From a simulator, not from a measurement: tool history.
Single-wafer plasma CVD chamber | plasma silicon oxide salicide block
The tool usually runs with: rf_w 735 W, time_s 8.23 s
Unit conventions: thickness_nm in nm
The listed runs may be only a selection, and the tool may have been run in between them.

run,hour,rf_w,time_s,"read-back reference wafer on the same gauge, thickness_nm",thickness_nm
1,0.0,735,8.23,90.306,75.789
2,21.7,735,8.23,90.327,75.783
3,43.9,735,8.23,90.333,75.797
4,73.0,735,8.23,90.283,75.709
# hour 74.9: gauge calibrated
5,101.3,820,8.23,90.334,77.745
6,136.7,820,8.23,90.330,77.814
# hour 145.4: showerhead replaced
7,153.8,820,8.23,90.305,77.826
8,189.6,635,8.23,90.319,73.153
9,210.3,635,8.23,90.278,72.924
10,227.3,635,9.01,90.313,79.969

Expected results for the next run?
11,255.0,735,8.23,?,?

read-back reference wafer on the same gauge, thickness_nm: 90.309
thickness_nm: 75.614 nm
On a tool with no hidden condition, and with the same random variation, this run would have come out at thickness_nm 77.295 nm.
